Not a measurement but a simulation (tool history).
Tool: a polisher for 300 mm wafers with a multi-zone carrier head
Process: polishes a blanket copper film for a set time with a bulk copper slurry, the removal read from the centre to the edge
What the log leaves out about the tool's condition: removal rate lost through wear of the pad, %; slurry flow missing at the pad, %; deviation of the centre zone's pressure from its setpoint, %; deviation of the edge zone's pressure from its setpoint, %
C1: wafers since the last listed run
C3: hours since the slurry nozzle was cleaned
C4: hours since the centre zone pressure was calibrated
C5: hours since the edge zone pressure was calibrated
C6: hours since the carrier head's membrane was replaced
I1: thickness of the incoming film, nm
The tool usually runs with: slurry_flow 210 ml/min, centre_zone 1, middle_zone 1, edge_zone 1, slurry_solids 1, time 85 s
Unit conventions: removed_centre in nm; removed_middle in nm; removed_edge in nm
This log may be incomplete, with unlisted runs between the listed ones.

{"run": 1, "hour": 0.0, "slurry_flow": 160, "centre_zone": 0.93, "middle_zone": 1, "edge_zone": 1.09, "slurry_solids": 1, "time": 85, "C1": 0, "wafers polished on this pad": 478, "C3": 86.3, "C4": 146, "C5": 114.8, "C6": 63.5, "I1": 2085, "removed_centre": 356.6, "removed_middle": 389.7, "removed_edge": 420.9}
{"run": 2, "hour": 12.8, "slurry_flow": 145, "centre_zone": 1, "middle_zone": 1, "edge_zone": 1.08, "slurry_solids": 1, "time": 85, "C1": 81, "wafers polished on this pad": 560, "C3": 99.1, "C4": 158.8, "C5": 127.6, "C6": 76.3, "I1": 2035.2, "removed_centre": 367.2, "removed_middle": 380.8, "removed_edge": 412.4}
{"run": 3, "hour": 28.1, "slurry_flow": 210, "centre_zone": 1, "middle_zone": 1, "edge_zone": 1, "slurry_solids": 1, "time": 85, "C1": 97, "wafers polished on this pad": 657, "C3": 114.4, "C4": 174.1, "C5": 142.9, "C6": 91.6, "I1": 2042.9, "removed_centre": 406, "removed_middle": 405.1, "removed_edge": 414.7}
{"run": 4, "hour": 44.6, "slurry_flow": 210, "centre_zone": 1, "middle_zone": 1, "edge_zone": 1, "slurry_solids": 1.25, "time": 85, "C1": 104, "wafers polished on this pad": 762, "C3": 130.9, "C4": 190.6, "C5": 159.4, "C6": 108.1, "I1": 2090, "removed_centre": 430.6, "removed_middle": 424.9, "removed_edge": 429}
{"run": 5, "hour": 54.8, "slurry_flow": 265, "centre_zone": 0.89, "middle_zone": 0.95, "edge_zone": 1, "slurry_solids": 1, "time": 85, "C1": 64, "wafers polished on this pad": 826, "C3": 141.1, "C4": 200.8, "C5": 169.6, "C6": 118.3, "I1": 2082.7, "removed_centre": 366.3, "removed_middle": 402.1, "removed_edge": 412.3}
{"run": 6, "hour": 62.7, "slurry_flow": 140, "centre_zone": 1, "middle_zone": 0.93, "edge_zone": 1, "slurry_solids": 1, "time": 85, "C1": 50, "wafers polished on this pad": 877, "C3": 149, "C4": 208.7, "C5": 177.5, "C6": 126.2, "I1": 2065.9, "removed_centre": 360.7, "removed_middle": 358.1, "removed_edge": 378.3}
{"run": 7, "hour": 74.6, "slurry_flow": 210, "centre_zone": 1, "middle_zone": 1, "edge_zone": 0.88, "slurry_solids": 1, "time": 85, "C1": 75, "wafers polished on this pad": 952, "C3": 160.9, "C4": 220.6, "C5": 189.4, "C6": 138.1, "I1": 2074.1, "removed_centre": 393.4, "removed_middle": 391.9, "removed_edge": 367.6}
{"run": 8, "hour": 85.2, "slurry_flow": 245, "centre_zone": 0.89, "middle_zone": 1, "edge_zone": 1, "slurry_solids": 1, "time": 85, "C1": 67, "wafers polished on this pad": 1019, "C3": 171.5, "C4": 231.2, "C5": 200, "C6": 148.7, "I1": 2078, "removed_centre": 359.5, "removed_middle": 404.2, "removed_edge": 402.2}
{"hour": 97.8, "done": "worn pad replaced by a new one"}
{"run": 9, "hour": 98.3, "slurry_flow": 210, "centre_zone": 1.11, "middle_zone": 0.94, "edge_zone": 1, "slurry_solids": 1, "time": 85, "C1": 57, "wafers polished on this pad": 2, "C3": 184.6, "C4": 244.3, "C5": 213.1, "C6": 161.8, "I1": 2072.4, "removed_centre": 469.5, "removed_middle": 420.2, "removed_edge": 435.7}
{"run": 10, "hour": 100.8, "slurry_flow": 210, "centre_zone": 1, "middle_zone": 1, "edge_zone": 1, "slurry_solids": 1, "time": 85, "C1": 15, "wafers polished on this pad": 18, "C3": 187.1, "C4": 246.8, "C5": 215.6, "C6": 164.3, "I1": 2044.5, "removed_centre": 427.2, "removed_middle": 427.6, "removed_edge": 431.7}
{"run": 11, "hour": 116.2, "slurry_flow": 210, "centre_zone": 0.97, "middle_zone": 1, "edge_zone": 1, "slurry_solids": 1, "time": 85, "C1": 97, "wafers polished on this pad": 116, "C3": 202.5, "C4": 262.2, "C5": 231, "C6": 179.7, "I1": 2088.7, "removed_centre": 418.2, "removed_middle": 417.9, "removed_edge": 422.8}
{"run": 12, "hour": 127.1, "slurry_flow": 210, "centre_zone": 1, "middle_zone": 1, "edge_zone": 1.11, "slurry_solids": 1, "time": 103, "C1": 69, "wafers polished on this pad": 185, "C3": 213.4, "C4": 273.1, "C5": 241.9, "C6": 190.6, "I1": 2073.8, "removed_centre": 525.6, "removed_middle": 502.5, "removed_edge": 550}
{"run": 13, "hour": 141.4, "slurry_flow": 275, "centre_zone": 1.05, "middle_zone": 1, "edge_zone": 0.95, "slurry_solids": 1.1, "time": 85, "C1": 90, "wafers polished on this pad": 276, "C3": 227.7, "C4": 287.4, "C5": 256.2, "C6": 204.9, "I1": 2055.1, "removed_centre": 466.8, "removed_middle": 441.3, "removed_edge": 433.6}
{"run": 14, "hour": 157.7, "slurry_flow": 210, "centre_zone": 1, "middle_zone": 1, "edge_zone": 1, "slurry_solids": 1, "time": 85, "C1": 103, "wafers polished on this pad": 380, "C3": 244, "C4": 303.7, "C5": 272.5, "C6": 221.2, "I1": 2039.3, "removed_centre": 414.6, "removed_middle": 416, "removed_edge": 426.6}
{"run": 15, "hour": 171.4, "slurry_flow": 210, "centre_zone": 1, "middle_zone": 1, "edge_zone": 1.07, "slurry_solids": 0.85, "time": 85, "C1": 86, "wafers polished on this pad": 467, "C3": 257.7, "C4": 317.4, "C5": 286.2, "C6": 234.9, "I1": 2085.3, "removed_centre": 402.3, "removed_middle": 406.1, "removed_edge": 419.2}
{"run": 16, "hour": 181.4, "slurry_flow": 210, "centre_zone": 1, "middle_zone": 1, "edge_zone": 1, "slurry_solids": 1, "time": 69, "C1": 63, "wafers polished on this pad": 530, "C3": 267.7, "C4": 327.4, "C5": 296.2, "C6": 244.9, "I1": 2061.4, "removed_centre": 339.4, "removed_middle": 331.7, "removed_edge": 337}
{"run": 17, "hour": 189.1, "slurry_flow": 210, "centre_zone": 1, "middle_zone": 1, "edge_zone": 1, "slurry_solids": 1, "time": 85, "C1": 48, "wafers polished on this pad": 579, "C3": 275.4, "C4": 335.1, "C5": 303.9, "C6": 252.6, "I1": 2056.3, "removed_centre": 409.4, "removed_middle": 407.3, "removed_edge": 406}
{"run": 18, "hour": 199.6, "slurry_flow": 265, "centre_zone": 1.08, "middle_zone": 1, "edge_zone": 1, "slurry_solids": 1.2, "time": 85, "C1": 66, "wafers polished on this pad": 646, "C3": 285.9, "C4": 345.6, "C5": 314.4, "C6": 263.1, "I1": 2068.5, "removed_centre": 470.5, "removed_middle": 434.9, "removed_edge": 443.2}
{"run": 19, "hour": 216.1, "slurry_flow": 210, "centre_zone": 1, "middle_zone": 1.04, "edge_zone": 1, "slurry_solids": 1, "time": 85, "C1": 104, "wafers polished on this pad": 750, "C3": 302.4, "C4": 362.1, "C5": 330.9, "C6": 279.6, "I1": 2047.9, "removed_centre": 406.4, "removed_middle": 414.1, "removed_edge": 410.2}
{"hour": 225.8, "done": "slurry nozzle cleaned"}
{"run": 20, "hour": 228.1, "slurry_flow": 170, "centre_zone": 1, "middle_zone": 1, "edge_zone": 0.9, "slurry_solids": 1, "time": 103, "C1": 69, "wafers polished on this pad": 820, "C3": 2.3, "C4": 374.1, "C5": 342.9, "C6": 291.6, "I1": 2038.5, "removed_centre": 476.5, "removed_middle": 475.9, "removed_edge": 460.6}
{"run": 21, "hour": 242.6, "slurry_flow": 210, "centre_zone": 1, "middle_zone": 1, "edge_zone": 1, "slurry_solids": 1, "time": 85, "C1": 92, "wafers polished on this pad": 912, "C3": 16.8, "C4": 388.6, "C5": 357.4, "C6": 306.1, "I1": 2092.3, "removed_centre": 405.9, "removed_middle": 402.2, "removed_edge": 411.2}

Table of differences, measured result less the result of that run with no hidden state. Run-to-run variation is the same in both. Gauge scatter possibly is not:
run=1 removed_centre=-14.1 removed_middle=-17 removed_edge=-18.3
run=2 removed_centre=-16.9 removed_middle=-19.1 removed_edge=-20.6
run=3 removed_centre=-21.7 removed_middle=-23.5 removed_edge=-24
run=4 removed_centre=-26.6 removed_middle=-28.4 removed_edge=-28.6
run=5 removed_centre=-24.5 removed_middle=-29 removed_edge=-29.7
run=6 removed_centre=-25.5 removed_middle=-27.4 removed_edge=-28.9
run=7 removed_centre=-30.3 removed_middle=-32.5 removed_edge=-30.5
run=8 removed_centre=-29.6 removed_middle=-35.8 removed_edge=-35.7
run=9 removed_centre=+1.2 removed_middle=-1.4 removed_edge=-1.5
run=10 removed_centre=+0.8 removed_middle=-2 removed_edge=-2
run=11 removed_centre=-2.2 removed_middle=-5.1 removed_edge=-5
run=12 removed_centre=-5.3 removed_middle=-8.7 removed_edge=-9.4
run=13 removed_centre=-7.6 removed_middle=-10.6 removed_edge=-10.5
run=14 removed_centre=-9.8 removed_middle=-13.4 removed_edge=-13.7
run=15 removed_centre=-12 removed_middle=-15.9 removed_edge=-16.4
run=16 removed_centre=-11.7 removed_middle=-14.6 removed_edge=-14.8
run=17 removed_centre=-15.6 removed_middle=-19.6 removed_edge=-19.6
run=18 removed_centre=-20.2 removed_middle=-23.2 removed_edge=-23.7
run=19 removed_centre=-20.5 removed_middle=-25.7 removed_edge=-25.5
run=20 removed_centre=-26.8 removed_middle=-32.6 removed_edge=-31.5
run=21 removed_centre=-25.7 removed_middle=-30.7 removed_edge=-31.3

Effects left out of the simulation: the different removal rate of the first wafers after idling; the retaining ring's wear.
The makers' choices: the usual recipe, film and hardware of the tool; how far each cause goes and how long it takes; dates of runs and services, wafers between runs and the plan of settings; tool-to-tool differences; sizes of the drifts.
